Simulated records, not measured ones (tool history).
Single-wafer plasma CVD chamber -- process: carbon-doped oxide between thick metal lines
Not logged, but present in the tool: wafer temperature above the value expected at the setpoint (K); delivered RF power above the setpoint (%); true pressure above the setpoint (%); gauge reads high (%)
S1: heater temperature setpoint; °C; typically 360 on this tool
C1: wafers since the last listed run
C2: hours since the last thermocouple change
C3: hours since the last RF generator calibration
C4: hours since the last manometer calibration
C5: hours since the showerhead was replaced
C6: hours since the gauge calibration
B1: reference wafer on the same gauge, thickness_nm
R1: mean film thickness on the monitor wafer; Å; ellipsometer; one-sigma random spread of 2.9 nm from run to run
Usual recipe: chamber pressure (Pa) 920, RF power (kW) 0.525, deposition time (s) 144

{"run": 1, "hour": 0.0, "S1": 360, "chamber pressure (Pa)": 920, "RF power (kW)": 0.605, "deposition time (s)": 144, "C1": 0, "C2": 2384.7, "C3": 1498.8, "C4": 866.6, "C5": 5710.4, "C6": 1021, "B1": 775.372, "R1": 7485.49}
{"hour": 11.8, "done": "capacitance manometer re-zeroed and calibrated"}
{"run": 2, "hour": 26.3, "S1": 360, "chamber pressure (Pa)": 920, "RF power (kW)": 0.525, "deposition time (s)": 144, "C1": 153, "C2": 2411, "C3": 1525.1, "C4": 14.5, "C5": 5736.7, "C6": 1047.3, "B1": 773.425, "R1": 6780.08}
{"run": 3, "hour": 56.6, "S1": 360, "chamber pressure (Pa)": 920, "RF power (kW)": 0.525, "deposition time (s)": 144, "C1": 253, "C2": 2441.3, "C3": 1555.4, "C4": 44.8, "C5": 5767, "C6": 1077.6, "B1": 773.803, "R1": 6803.94}
{"run": 4, "hour": 76.2, "S1": 360, "chamber pressure (Pa)": 920, "RF power (kW)": 0.525, "deposition time (s)": 144, "C1": 164, "C2": 2460.9, "C3": 1575, "C4": 64.4, "C5": 5786.6, "C6": 1097.2, "B1": 774.572, "R1": 6760.25}
{"hour": 106.4, "done": "thermocouple changed; heater temperature recalibrated"}
{"run": 5, "hour": 106.9, "S1": 356, "chamber pressure (Pa)": 920, "RF power (kW)": 0.525, "deposition time (s)": 144, "C1": 190, "C2": 0.5, "C3": 1605.7, "C4": 95.1, "C5": 5817.3, "C6": 1127.9, "B1": 775.497, "R1": 6814.26}
{"hour": 122.0, "done": "RF generator calibrated"}
{"run": 6, "hour": 138.7, "S1": 360, "chamber pressure (Pa)": 1099, "RF power (kW)": 0.6, "deposition time (s)": 118, "C1": 199, "C2": 32.3, "C3": 16.7, "C4": 126.9, "C5": 5849.1, "C6": 1159.7, "B1": 775.568, "R1": 6498.89}
{"run": 7, "hour": 155.7, "S1": 360, "chamber pressure (Pa)": 920, "RF power (kW)": 0.525, "deposition time (s)": 144, "C1": 142, "C2": 49.3, "C3": 33.7, "C4": 143.9, "C5": 5866.1, "C6": 1176.7, "B1": 775.623, "R1": 7170.09}
{"run": 8, "hour": 181.1, "S1": 360, "chamber pressure (Pa)": 704, "RF power (kW)": 0.525, "deposition time (s)": 144, "C1": 212, "C2": 74.7, "C3": 59.1, "C4": 169.3, "C5": 5891.5, "C6": 1202.1, "B1": 774.971, "R1": 7056.76}
{"run": 9, "hour": 211.8, "S1": 347, "chamber pressure (Pa)": 920, "RF power (kW)": 0.465, "deposition time (s)": 126, "C1": 256, "C2": 105.4, "C3": 89.8, "C4": 200, "C5": 5922.2, "C6": 1232.8, "B1": 775.09, "R1": 5921.98}
{"run": 10, "hour": 225.1, "S1": 360, "chamber pressure (Pa)": 920, "RF power (kW)": 0.525, "deposition time (s)": 157, "C1": 111, "C2": 118.7, "C3": 103.1, "C4": 213.3, "C5": 5935.5, "C6": 1246.1, "B1": 774.525, "R1": 7779.79}
{"hour": 232.2, "done": "gauge calibrated"}
{"run": 11, "hour": 238.6, "S1": 360, "chamber pressure (Pa)": 920, "RF power (kW)": 0.525, "deposition time (s)": 144, "C1": 113, "C2": 132.2, "C3": 116.6, "C4": 226.8, "C5": 5949, "C6": 6.4, "B1": 774.225, "R1": 7171.35}
{"run": 12, "hour": 267.0, "S1": 345, "chamber pressure (Pa)": 996, "RF power (kW)": 0.43, "deposition time (s)": 127, "C1": 237, "C2": 160.6, "C3": 145, "C4": 255.2, "C5": 5977.4, "C6": 34.8, "B1": 774.551, "R1": 5639.18}
{"run": 13, "hour": 293.8, "S1": 360, "chamber pressure (Pa)": 920, "RF power (kW)": 0.555, "deposition time (s)": 128, "C1": 224, "C2": 187.4, "C3": 171.8, "C4": 282, "C5": 6004.2, "C6": 61.6, "B1": 774.668, "R1": 6631.51}
{"hour": 307.7, "done": "showerhead replaced"}
{"run": 14, "hour": 329.1, "S1": 360, "chamber pressure (Pa)": 920, "RF power (kW)": 0.525, "deposition time (s)": 159, "C1": 228, "C2": 222.7, "C3": 207.1, "C4": 317.3, "C5": 21.4, "C6": 96.9, "B1": 773.963, "R1": 7836.2}
{"run": 15, "hour": 362.0, "S1": 372, "chamber pressure (Pa)": 920, "RF power (kW)": 0.525, "deposition time (s)": 144, "C1": 275, "C2": 255.6, "C3": 240, "C4": 350.2, "C5": 54.3, "C6": 129.8, "B1": 774.896, "R1": 6923.94}
{"run": 16, "hour": 380.2, "S1": 360, "chamber pressure (Pa)": 920, "RF power (kW)": 0.59, "deposition time (s)": 119, "C1": 152, "C2": 273.8, "C3": 258.2, "C4": 368.4, "C5": 72.5, "C6": 148, "B1": 775.044, "R1": 6340.34}
{"run": 17, "hour": 401.9, "S1": 368, "chamber pressure (Pa)": 1048, "RF power (kW)": 0.575, "deposition time (s)": 165, "C1": 181, "C2": 295.5, "C3": 279.9, "C4": 390.1, "C5": 94.2, "C6": 169.7, "B1": 775.459, "R1": 8535.12}
{"run": 18, "hour": 437.3, "S1": 360, "chamber pressure (Pa)": 920, "RF power (kW)": 0.525, "deposition time (s)": 144, "C1": 296, "C2": 330.9, "C3": 315.3, "C4": 425.5, "C5": 129.6, "C6": 205.1, "B1": 774.742, "R1": 7115.98}
{"run": 19, "hour": 459.2, "S1": 355, "chamber pressure (Pa)": 920, "RF power (kW)": 0.525, "deposition time (s)": 128, "C1": 183, "C2": 352.8, "C3": 337.2, "C4": 447.4, "C5": 151.5, "C6": 227, "B1": 775.283, "R1": 6374.82}
{"run": 20, "hour": 473.6, "S1": 360, "chamber pressure (Pa)": 920, "RF power (kW)": 0.525, "deposition time (s)": 144, "C1": 120, "C2": 367.2, "C3": 351.6, "C4": 461.8, "C5": 165.9, "C6": 241.4, "B1": 776.668, "R1": 7048.65}
{"run": 21, "hour": 491.7, "S1": 373, "chamber pressure (Pa)": 920, "RF power (kW)": 0.525, "deposition time (s)": 162, "C1": 151, "C2": 385.3, "C3": 369.7, "C4": 479.9, "C5": 184, "C6": 259.5, "B1": 773.84, "R1": 7712.93}
{"run": 22, "hour": 522.1, "S1": 346, "chamber pressure (Pa)": 920, "RF power (kW)": 0.525, "deposition time (s)": 144, "C1": 254, "C2": 415.7, "C3": 400.1, "C4": 510.3, "C5": 214.4, "C6": 289.9, "B1": 774.01, "R1": 7306.77}
{"run": 23, "hour": 536.3, "S1": 360, "chamber pressure (Pa)": 768, "RF power (kW)": 0.525, "deposition time (s)": 125, "C1": 118, "C2": 429.9, "C3": 414.3, "C4": 524.5, "C5": 228.6, "C6": 304.1, "B1": 775.339, "R1": 6045.52}
{"run": 24, "hour": 565.6, "S1": 374, "chamber pressure (Pa)": 1000, "RF power (kW)": 0.455, "deposition time (s)": 120, "C1": 245, "C2": 459.2, "C3": 443.6, "C4": 553.8, "C5": 257.9, "C6": 333.4, "B1": 775.229, "R1": 5115.91}
{"run": 25, "hour": 592.0, "S1": 360, "chamber pressure (Pa)": 920, "RF power (kW)": 0.525, "deposition time (s)": 144, "C1": 220, "C2": 485.6, "C3": 470, "C4": 580.2, "C5": 284.3, "C6": 359.8, "B1": 774.712, "R1": 7064.17}
{"run": 26, "hour": 626.2, "S1": 368, "chamber pressure (Pa)": 920, "RF power (kW)": 0.525, "deposition time (s)": 161, "C1": 286, "C2": 519.8, "C3": 504.2, "C4": 614.4, "C5": 318.5, "C6": 394, "B1": 775.083, "R1": 7665.14}
{"run": 27, "hour": 651.4, "S1": 360, "chamber pressure (Pa)": 1099, "RF power (kW)": 0.525, "deposition time (s)": 128, "C1": 210, "C2": 545, "C3": 529.4, "C4": 639.6, "C5": 343.7, "C6": 419.2, "B1": 774.947, "R1": 6300.09}

Branching from run 27: 5 alternative next runs. What would each branch give?
{"run": "A", "hour": 651.8, "S1": 360, "chamber pressure (Pa)": 815, "RF power (kW)": 0.525, "deposition time (s)": 144, "C1": 3, "C2": 545.4, "C3": 529.8, "C4": 640, "C5": 344.1, "C6": 419.6, "B1": "?", "R1": "?"}
{"run": "B", "hour": 651.8, "S1": 360, "chamber pressure (Pa)": 920, "RF power (kW)": 0.485, "deposition time (s)": 144, "C1": 3, "C2": 545.4, "C3": 529.8, "C4": 640, "C5": 344.1, "C6": 419.6, "B1": "?", "R1": "?"}
{"run": "C", "hour": 651.8, "S1": 352, "chamber pressure (Pa)": 920, "RF power (kW)": 0.525, "deposition time (s)": 144, "C1": 3, "C2": 545.4, "C3": 529.8, "C4": 640, "C5": 344.1, "C6": 419.6, "B1": "?", "R1": "?"}
{"run": "D", "hour": 651.8, "S1": 360, "chamber pressure (Pa)": 920, "RF power (kW)": 0.625, "deposition time (s)": 144, "C1": 3, "C2": 545.4, "C3": 529.8, "C4": 640, "C5": 344.1, "C6": 419.6, "B1": "?", "R1": "?"}
{"run": "E", "hour": 651.8, "S1": 368, "chamber pressure (Pa)": 920, "RF power (kW)": 0.42, "deposition time (s)": 144, "C1": 3, "C2": 545.4, "C3": 529.8, "C4": 640, "C5": 344.1, "C6": 419.6, "B1": "?", "R1": "?"}

run=A B1=772.899 R1=6948.49
run=B B1=772.899 R1=6610.01
run=C B1=772.899 R1=7156.22
run=D B1=772.899 R1=7885.2
run=E B1=772.899 R1=5734.47
The same runs, with their run-to-run variation unchanged, on a tool lacking any hidden condition would have given:
run=A R1=7144.98
run=B R1=6801.09
run=C R1=7358.59
run=D R1=8101.18
run=E R1=5927.3

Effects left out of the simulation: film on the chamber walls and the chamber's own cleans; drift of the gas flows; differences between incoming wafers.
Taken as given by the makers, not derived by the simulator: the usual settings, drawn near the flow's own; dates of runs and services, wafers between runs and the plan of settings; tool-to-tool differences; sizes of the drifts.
